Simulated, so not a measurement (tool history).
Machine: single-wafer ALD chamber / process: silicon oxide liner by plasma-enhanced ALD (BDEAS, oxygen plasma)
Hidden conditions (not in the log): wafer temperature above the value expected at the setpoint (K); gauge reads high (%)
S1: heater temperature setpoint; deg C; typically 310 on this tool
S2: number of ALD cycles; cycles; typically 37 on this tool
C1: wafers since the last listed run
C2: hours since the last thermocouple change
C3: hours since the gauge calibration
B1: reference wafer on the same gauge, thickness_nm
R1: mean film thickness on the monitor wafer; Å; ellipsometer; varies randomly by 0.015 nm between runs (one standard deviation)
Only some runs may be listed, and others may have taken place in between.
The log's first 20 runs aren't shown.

| run | hour | S1 | S2 | C1 | C2 | C3 | B1 | R1 |
|---|---|---|---|---|---|---|---|---|
| 21 | 206.2 | 310 | 39 | 47 | 2055.2 | 278.5 | 3.337 | 35.38 |
| 22 | 219.2 | 310 | 37 | 81 | 2068.2 | 291.5 | 3.341 | 33.8 |
| 23 | 231.9 | 310 | 37 | 80 | 2080.9 | 304.2 | 3.336 | 33.72 |
|  | 242.4 | thermocouple changed; heater temperature recalibrated |
|  | 243.7 | gauge calibrated |
| 24 | 246.1 | 304 | 41 | 39 | 3.7 | 2.4 | 3.339 | 37.78 |
| 25 | 257.9 | 314 | 34 | 74 | 15.5 | 14.2 | 3.342 | 30.67 |
| 26 | 273 | 315 | 33 | 95 | 30.6 | 29.3 | 3.338 | 29.71 |
| 27 | 299.7 | 310 | 35 | 168 | 57.3 | 56 | 3.337 | 31.93 |
| 28 | 311 | 310 | 37 | 71 | 68.6 | 67.3 | 3.342 | 33.66 |
| 29 | 317.6 | 295 | 37 | 41 | 75.2 | 73.9 | 3.34 | 34.77 |
| 30 | 332.9 | 315 | 37 | 96 | 90.5 | 89.2 | 3.34 | 33.61 |
| 31 | 346.6 | 304 | 42 | 86 | 104.2 | 102.9 | 3.343 | 38.56 |
| 32 | 362.2 | 318 | 37 | 98 | 119.8 | 118.5 | 3.334 | 33.32 |
| 33 | 374.2 | 300 | 35 | 75 | 131.8 | 130.5 | 3.341 | 32.66 |
| 34 | 387.1 | 321 | 32 | 81 | 144.7 | 143.4 | 3.339 | 28.6 |
| 35 | 395.9 | 297 | 37 | 55 | 153.5 | 152.2 | 3.343 | 35.05 |
| 36 | 402.3 | 321 | 31 | 40 | 159.9 | 158.6 | 3.338 | 27.64 |
| 37 | 420.2 | 295 | 33 | 112 | 177.8 | 176.5 | 3.338 | 31.29 |
| 38 | 434 | 310 | 32 | 86 | 191.6 | 190.3 | 3.342 | 29.28 |
| 39 | 441.9 | 301 | 31 | 49 | 199.5 | 198.2 | 3.34 | 28.75 |
| 40 | 448.7 | 310 | 37 | 42 | 206.3 | 205 | 3.338 | 33.78 |
| 41 | 457.8 | 300 | 37 | 57 | 215.4 | 214.1 | 3.343 | 34.46 |

What if the next run were any one of these 3? Each begins from the tool's condition after run 41:
| A | 458.3 | 310 | 37 | 3 | 215.9 | 214.6 | ? | ? |
| B | 458.3 | 303 | 42 | 3 | 215.9 | 214.6 | ? | ? |
| C | 458.3 | 304 | 35 | 3 | 215.9 | 214.6 | ? | ? |

| run | B1 | R1 |
|---|---|---|
| A | 3.339 | 33.83 |
| B | 3.339 | 38.84 |
| C | 3.339 | 32.32 |
Take away the tool's hidden state, keep each run's random variation, and the runs would have read:
| run | R1 |
|---|---|
| A | 33.83 |
| B | 38.84 |
| C | 32.32 |
